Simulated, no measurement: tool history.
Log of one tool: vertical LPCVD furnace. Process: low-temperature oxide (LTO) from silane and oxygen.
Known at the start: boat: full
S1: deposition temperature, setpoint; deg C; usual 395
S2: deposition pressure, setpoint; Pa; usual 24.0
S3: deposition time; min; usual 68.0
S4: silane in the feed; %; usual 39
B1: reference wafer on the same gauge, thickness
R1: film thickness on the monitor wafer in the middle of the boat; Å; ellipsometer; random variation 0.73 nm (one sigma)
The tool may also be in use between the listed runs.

| run | hour | S1 | S2 | S3 | S4 | B1 | R1 |
|---|---|---|---|---|---|---|---|
| 1 | 0.0 | 403 | 24.0 | 68.0 | 39 | 390.94 | 5113.5 |
| 2 | 9.9 | 395 | 24.0 | 68.0 | 39 | 391.04 | 4665.1 |
| 3 | 24.5 | 395 | 24.0 | 68.0 | 39 | 391.02 | 4661.6 |
| 4 | 38.5 | 395 | 24.0 | 68.0 | 39 | 390.99 | 4670.5 |
| 5 | 55.7 | 395 | 24.0 | 68.0 | 39 | 390.95 | 4661.7 |
| 6 | 68.8 | 395 | 24.0 | 68.0 | 39 | 391.11 | 4673.5 |
| 7 | 83.6 | 395 | 24.0 | 68.0 | 39 | 390.94 | 4669.0 |
| 8 | 102.3 | 403 | 22.0 | 68.0 | 39 | 390.99 | 4667.3 |
| 9 | 142.1 | 403 | 22.0 | 68.0 | 39 | 391.06 | 4642.6 |
|  | 176.1 | silane flow controller replaced |
| 10 | 176.6 | 395 | 24.0 | 68.0 | 39 | 391.14 | 4654.7 |
| 11 | 181.2 | 395 | 24.0 | 68.0 | 39 | 390.89 | 4667.9 |
| 12 | 206.3 | 395 | 24.0 | 68.0 | 39 | 390.83 | 4661.7 |
| 13 | 222.8 | 395 | 24.0 | 68.0 | 39 | 391.07 | 4655.1 |
| 14 | 231.4 | 395 | 24.0 | 68.0 | 39 | 391.07 | 4662.7 |
| 15 | 246.6 | 387 | 30.0 | 61.0 | 42 | 390.81 | 5254.5 |
| 16 | 260.4 | 395 | 28.7 | 68.0 | 39 | 391.02 | 5604.5 |
|  | 262.0 | gauge calibrated |
| 17 | 278.1 | 395 | 24.0 | 68.0 | 39 | 390.98 | 4644.0 |
| 18 | 291.6 | 402 | 22.0 | 42.5 | 39 | 390.92 | 2882.7 |
| 19 | 299.0 | 395 | 24.0 | 90.5 | 33 | 390.95 | 4964.1 |
|  | 329.3 | thermocouples replaced and temperature profile calibrated |
|  | 335.7 | pressure gauge zeroed |
| 20 | 336.2 | 395 | 26.7 | 68.0 | 39 | 391.09 | 5394.4 |
| 21 | 340.8 | 395 | 24.0 | 56.0 | 37 | 391.00 | 3751.7 |
| 22 | 345.4 | 395 | 24.0 | 68.0 | 39 | 390.92 | 4863.6 |
| 23 | 350.0 | 399 | 20.7 | 42.0 | 33 | 391.04 | 2177.8 |
| 24 | 355.9 | 395 | 19.3 | 68.0 | 46 | 390.92 | 4705.6 |
| 25 | 401.8 | 385 | 24.0 | 68.0 | 39 | 391.04 | 4343.1 |
| 26 | 414.3 | 401 | 29.3 | 51.5 | 39 | 390.85 | 4801.2 |
| 27 | 426.8 | 384 | 24.0 | 83.0 | 39 | 391.10 | 5232.3 |
| 28 | 480.3 | 395 | 28.7 | 68.0 | 39 | 390.82 | 5804.2 |
| 29 | 491.7 | 390 | 24.0 | 89.5 | 46 | 391.10 | 7310.5 |

4 ways to go on from here, each from the tool as it stands after run 29. What would each give?
| A | 496.4 | 395 | 24.0 | 68.0 | 39 | ? | ? |
| B | 496.4 | 395 | 28.7 | 61.0 | 39 | ? | ? |
| C | 496.4 | 395 | 28.7 | 68.0 | 42 | ? | ? |
| D | 496.4 | 395 | 24.0 | 76.0 | 46 | ? | ? |

| run | B1 | R1 |
|---|---|---|
| A | 391.06 | 4856.5 |
| B | 391.06 | 5207.1 |
| C | 391.06 | 6341.0 |
| D | 391.06 | 6540.0 |
Without the tool's hidden state the same runs would have given:
| run | R1 |
|---|---|
| A | 4876.1 |
| B | 5224.7 |
| C | 6362.4 |
| D | 6566.4 |
